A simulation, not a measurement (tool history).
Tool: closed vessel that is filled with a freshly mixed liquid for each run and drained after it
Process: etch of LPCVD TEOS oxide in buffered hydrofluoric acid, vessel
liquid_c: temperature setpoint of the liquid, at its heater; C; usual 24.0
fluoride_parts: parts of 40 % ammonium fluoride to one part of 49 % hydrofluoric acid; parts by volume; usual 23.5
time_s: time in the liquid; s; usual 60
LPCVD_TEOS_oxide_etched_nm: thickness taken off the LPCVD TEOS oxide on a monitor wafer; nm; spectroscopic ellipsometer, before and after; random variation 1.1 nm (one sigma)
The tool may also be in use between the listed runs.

run    hour  liquid_c  fluoride_parts  time_s  wafers since the last listed run  hours since the thermometer was replaced  hours since the hydrofluoric acid flow meter was replaced  hours since the gauge calibration  read-back film thickness of the LPCVD TEOS oxide reference wafer, read on the same gauge (nm)  LPCVD_TEOS_oxide_etched_nm
  1     0.0      24.0            23.5      60                                 0                                     141.5                                                      931.9                             1232.1                                                                                         110.02                      124.89
  2    78.5      24.0            23.5      60                             11758                                     220.0                                                     1010.4                             1310.6                                                                                         109.98                      125.30
  3   136.8      24.0            23.5      60                              8732                                     278.3                                                     1068.7                             1368.9                                                                                         110.00                      123.53
  4   186.1      24.0            23.5      60                              7384                                     327.6                                                     1118.0                             1418.2                                                                                         110.01                      124.88
      196.5  -- hydrofluoric acid flow meter replaced
  5   226.1      24.0            23.5      60                              5841                                     367.6                                                       29.6                             1458.2                                                                                         110.00                      133.46
  6   325.4      24.0            23.5      60                             14874                                     466.9                                                      128.9                             1557.5                                                                                         109.98                      133.00
  7   396.6      24.0            23.5      60                             10665                                     538.1                                                      200.1                             1628.7                                                                                         110.02                      132.98
  8   447.6      24.0            28.0      60                              7639                                     589.1                                                      251.1                             1679.7                                                                                         109.97                      117.39
  9   498.7      22.5            23.5      60                              7654                                     640.2                                                      302.2                             1730.8                                                                                         109.95                      120.72
 10   593.9      22.5            23.5      60                             14260                                     735.4                                                      397.4                             1826.0                                                                                         109.99                      120.86
 11   657.4      24.0            30.0      60                              9511                                     798.9                                                      460.9                             1889.5                                                                                         110.01                      108.31
 12   725.3      24.0            30.0      60                             10171                                     866.8                                                      528.8                             1957.4                                                                                         110.01                      107.26
 13   814.3      24.0            30.0      60                             13331                                     955.8                                                      617.8                             2046.4                                                                                         110.03                      107.21
 14   850.7      24.0            14.0      40                              5452                                     992.2                                                      654.2                             2082.8                                                                                         109.96                      131.61
      857.1  -- thermometer replaced
      872.5  -- gauge calibrated
 15   929.1      27.0            23.5      60                             11594                                      72.0                                                      732.6                               56.6                                                                                         110.00                      151.47
 16  1023.9      27.0            18.5      60                             14200                                     166.8                                                      827.4                              151.4                                                                                         109.98                      175.54
 17  1125.9      24.0            23.5      60                             15278                                     268.8                                                      929.4                              253.4                                                                                         110.05                      127.62
     1154.9  -- hydrofluoric acid flow meter replaced
 18  1218.8      24.0            23.5      60                             13766                                     361.7                                                       63.9                              346.3                                                                                         110.05                      132.73
 19  1396.6      24.0            23.5      60                             26633                                     539.5                                                      241.7                              524.1                                                                                         110.06                      131.87
 20  1471.5      26.5            20.5      40                             11219                                     614.4                                                      316.6                              599.0                                                                                         110.02                      107.85
 21  1537.7      24.0            23.5      80                              9916                                     680.6                                                      382.8                              665.2                                                                                         109.98                      174.40
 22  1603.9      24.0            23.5      75                              9916                                     746.8                                                      449.0                              731.4                                                                                         110.04                      160.75
 23  1658.0      24.0            23.5      60                              8103                                     800.9                                                      503.1                              785.5                                                                                         110.03                      130.11
 24  1700.3      24.0            23.5      70                              6336                                     843.2                                                      545.4                              827.8                                                                                         110.02                      149.18
     1757.2  -- thermometer replaced
 25  1784.6      28.0            23.5      35                             12477                                      27.4                                                      629.7                              912.1                                                                                         109.94                       93.48
 26  1839.7      21.0            27.5      60                              8253                                      82.5                                                      684.8                              967.2                                                                                         110.02                       97.52

3 ways to go on from here, each from the tool as it stands after run 26. What would each give?
  A  1840.4      24.0            23.5      60                               104                                      83.2                                                      685.5                              967.9                                                                                              ?                           ?
  B  1840.4      24.0            17.5      75                               104                                      83.2                                                      685.5                              967.9                                                                                              ?                           ?
  C  1840.4      24.0            23.5      50                               104                                      83.2                                                      685.5                              967.9                                                                                              ?                           ?

run  read-back film thickness of the LPCVD TEOS oxide reference wafer, read on the same gauge (nm)  LPCVD_TEOS_oxide_etched_nm
  A                                                                                         109.95                      128.22
  B                                                                                         109.95                      199.89
  C                                                                                         109.95                      106.85
Without the tool's hidden state the same runs would have given:
run  LPCVD_TEOS_oxide_etched_nm
  A                      134.83
  B                      214.82
  C                      112.36

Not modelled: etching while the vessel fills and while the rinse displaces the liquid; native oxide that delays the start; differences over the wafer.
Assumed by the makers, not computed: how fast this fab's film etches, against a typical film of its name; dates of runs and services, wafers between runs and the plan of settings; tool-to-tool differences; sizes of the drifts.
